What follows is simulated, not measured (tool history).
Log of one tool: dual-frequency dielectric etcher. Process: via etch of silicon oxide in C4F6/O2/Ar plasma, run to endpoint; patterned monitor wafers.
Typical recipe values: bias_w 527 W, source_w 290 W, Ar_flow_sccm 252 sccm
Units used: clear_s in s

run    hour  bias_w  source_w  Ar_flow_sccm  incoming incoming film thickness, nm  clear_s
  1       0     527       290           252                                  96.2     24.5
       71.8  -- wet clean of the chamber
  2   107.6     527       290           252                                  95.1     23.5
  3   162.4     560       290           268                                  96.5     23.3
  4     262     527       290           252                                    95     23.8
  5   341.9     527       290           252                                    95     23.9
      376.8  -- bias power generator calibrated
  6     417     527       290           252                                  95.5     23.3
      495.1  -- upper electrode replaced
  7   495.6     527       290           252                                    95     23.4
  8   519.5     527       290           252                                  94.2     23.3
  9   623.7     527       290           252                                  94.6     23.4
      717.7  -- source power generator calibrated
 10   731.5     527       290           252                                  94.8     23.9
      782.9  -- wet clean of the chamber
 11   956.5     624       320           309                                    94     20.3
 12  1030.2     423       290           252                                  96.4     27.1
 13  1083.3     527       290           252                                  95.4     23.4
 14  1148.1     413       290           252                                  95.9     27.6
 15  1188.6     527       290           252                                  95.7     23.6
 16  1279.8     527       260           252                                  95.2     24.8
 17  1328.1     636       250           252                                  96.2       23
 18  1379.3     527       290           271                                  95.4     24.1
 19  1452.7     438       290           252                                    96     27.2
       1497  -- wet clean of the chamber
 20  1505.8     527       290           252                                  94.7     23.3
     1520.9  -- Ar flow controller replaced
 21  1610.3     527       330           270                                  95.6     22.4
 22  1660.3     486       220           230                                  94.9     27.9
 23  1725.1     527       230           297                                  95.3       27
 24  1800.4     566       250           311                                  95.3       25
 25  1893.8     527       290           252                                  95.2     23.8
 26  1968.7     527       290           314                                  94.9     24.6
 27  2052.8     636       250           252                                  95.2     23.1
 28  2133.3     604       330           222                                  95.1     20.6

Forecast run 29:
 29  2183.2     527       290           275                                  95.5        ?

Run 29 came out at clear_s 24.7 s.
The same run, on a tool lacking any hidden state, would have yielded clear_s 23.4 s.
